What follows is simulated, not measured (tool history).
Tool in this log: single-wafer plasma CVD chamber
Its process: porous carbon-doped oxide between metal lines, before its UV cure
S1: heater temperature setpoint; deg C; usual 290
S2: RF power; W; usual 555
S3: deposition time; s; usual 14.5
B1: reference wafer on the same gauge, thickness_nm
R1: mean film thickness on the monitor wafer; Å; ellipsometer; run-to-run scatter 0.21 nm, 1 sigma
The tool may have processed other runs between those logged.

Run 1, hour 0: usual settings but S1 279 deg C, S3 15.2 s; B1 108.019. Result: R1 1169.63 Å.
Run 2, hour 42.1: usual settings but S1 279 deg C, S3 15.2 s; B1 107.994. Result: R1 1168.52 Å.
Run 3, hour 113.9: usual settings but S2 495 W; B1 108.031. Result: R1 986.13 Å.
Run 4, hour 144.2: usual settings but S3 16 s; B1 107.951. Result: R1 1144.87 Å.
Run 5, hour 331.8: usual settings but S3 16 s; B1 108.046. Result: R1 1150.29 Å.
At hour 390.8: gauge calibrated.
Run 6, hour 400.4: usual settings but S3 16 s; B1 107.951. Result: R1 1150.52 Å.
Run 7, hour 434.6: usual settings but S3 15.7 s; B1 107.997. Result: R1 1131.63 Å.
At hour 499.1: showerhead replaced.
Run 8, hour 525.6: usual settings; B1 108.062. Result: R1 1050.99 Å.
At hour 549.3: thermocouple changed; heater temperature recalibrated.
Run 9, hour 552.1: usual settings; B1 108.017. Result: R1 1013.69 Å.
Run 10, hour 598.6: usual settings but S2 640 W; B1 107.951. Result: R1 1085.12 Å.
Run 11, hour 658.5: usual settings; B1 107.996. Result: R1 1014.89 Å.
Run 12, hour 710.4: usual settings but S2 495 W; B1 108.037. Result: R1 963 Å.
Run 13, hour 758.2: usual settings but S1 297 deg C, S2 630 W, S3 13.6 s; B1 108.022. Result: R1 970.93 Å.
At hour 775.4: RF generator calibrated.
Run 14, hour 872.7: usual settings but S2 595 W; B1 107.993. Result: R1 1053.12 Å.
Run 15, hour 926.3: usual settings but S3 16.1 s; B1 108.063. Result: R1 1122.18 Å.
Run 16, hour 960.8: usual settings; B1 107.992. Result: R1 1018.65 Å.
Run 17, hour 994.2: usual settings but S1 280 deg C, S2 620 W, S3 12.9 s; B1 108.001. Result: R1 1021.27 Å.
Run 18, hour 1025.9: usual settings but S2 665 W, S3 13.5 s; B1 108.015. Result: R1 1037.88 Å.
Run 19, hour 1071.3: usual settings; B1 108.029. Result: R1 1018.05 Å.
Run 20, hour 1130.1: usual settings but S2 455 W; B1 108.086. Result: R1 924.91 Å.
Run 21, hour 1176.8: usual settings; B1 107.994. Result: R1 1015.54 Å.
Run 22, hour 1247.1: usual settings but S1 275 deg C, S3 12.3 s; B1 108.11. Result: R1 955.7 Å.

Alternative continuations, all from the tool just after run 22; predict every row:
Run A, hour 1247.5: usual settings; B1 ?. Result: R1 ?.
Run B, hour 1247.5: usual settings but S2 630 W, S3 13 s; B1 ?. Result: R1 ?.
Run C, hour 1247.5: usual settings but S1 278 deg C, S3 11.9 s; B1 ?. Result: R1 ?.
Run D, hour 1247.5: usual settings but S2 650 W; B1 ?. Result: R1 ?.

run       B1       R1
  A  108.025  1018.39
  B  108.025   974.48
  C  108.025   910.45
  D  108.025  1099.54
What these runs would have given with no unlogged condition in the tool:
run       R1
  A  1012.63
  B   968.97
  C   905.03
  D  1093.32

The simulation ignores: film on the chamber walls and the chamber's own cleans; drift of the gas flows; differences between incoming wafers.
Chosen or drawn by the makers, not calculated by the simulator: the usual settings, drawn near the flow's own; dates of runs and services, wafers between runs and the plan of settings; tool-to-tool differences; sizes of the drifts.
